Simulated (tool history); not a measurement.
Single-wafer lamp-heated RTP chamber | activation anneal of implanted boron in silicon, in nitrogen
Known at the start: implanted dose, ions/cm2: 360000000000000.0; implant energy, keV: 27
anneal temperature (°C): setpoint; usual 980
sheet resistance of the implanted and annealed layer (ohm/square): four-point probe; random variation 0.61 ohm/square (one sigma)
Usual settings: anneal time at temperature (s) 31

run,hour,anneal temperature (°C),anneal time at temperature (s),"read-back reference wafer on the same gauge, sheet resistance",sheet resistance of the implanted and annealed layer (ohm/square)
1,0,1001,31,292.95,275.92
2,16.2,1001,31,293.13,275.63
3,32.1,980,31,292.96,283.66
4,39,980,31,293.16,283.27
5,54.9,980,31,293.11,282.29
6,71.1,980,31,293.09,282.47
7,79.1,971,31,293.03,288.26
8,103.9,971,31,292.82,287.29
9,111.4,971,31,292.63,288.92
10,119.8,980,31,293.33,281.26
# hour 151: reflector plate cleaned
11,151.5,980,31,292.91,285.35
12,161.2,980,31,293.16,286.87
13,170.4,995,31,292.69,278.03
14,187.4,996,23,293.29,278.24
# hour 203.1: pyrometer window cleaned and pyrometer calibrated
15,204,996,23,292.84,279.97
16,213.7,996,23,293.16,281.01
17,224.3,980,31,292.99,288.62
18,234.4,980,31,292.69,289.21
19,241.1,1002,37,293.18,276.56
20,256.6,1004,41,292.79,275.04
21,262.7,1005,39,293.17,277.18
22,273.7,996,46,293.09,277.57
# hour 284.8: gauge calibrated
23,289.2,1009,39,293.36,274.66
24,301.9,953,36,292.76,323.33
25,311.7,958,31,292.89,317.17
26,320.6,980,31,292.86,288.41
27,337.3,980,20,293.12,292.93
28,352.8,980,31,293.19,288.28
29,362.3,980,42,293.05,285.7
30,379.3,1002,24,292.72,277.26
31,388,1008,22,292.75,276.69
32,403.7,962,24,292.75,312.33
33,448.1,980,31,292.81,287.48
34,487.1,995,31,292.87,278.63

Forecast each of these 4 alternatives for the next run:
A,487.5,954,31,?,?
B,487.5,980,21,?,?
C,487.5,1009,21,?,?
D,487.5,967,31,?,?

run,"read-back reference wafer on the same gauge, sheet resistance",sheet resistance of the implanted and annealed layer (ohm/square)
A,292.76,322.05
B,292.76,290.58
C,292.76,276.76
D,292.76,300.36
Without the tool's hidden state the same runs would have given:
run,sheet resistance of the implanted and annealed layer (ohm/square)
A,332.37
B,294.98
C,277.8
D,306.68
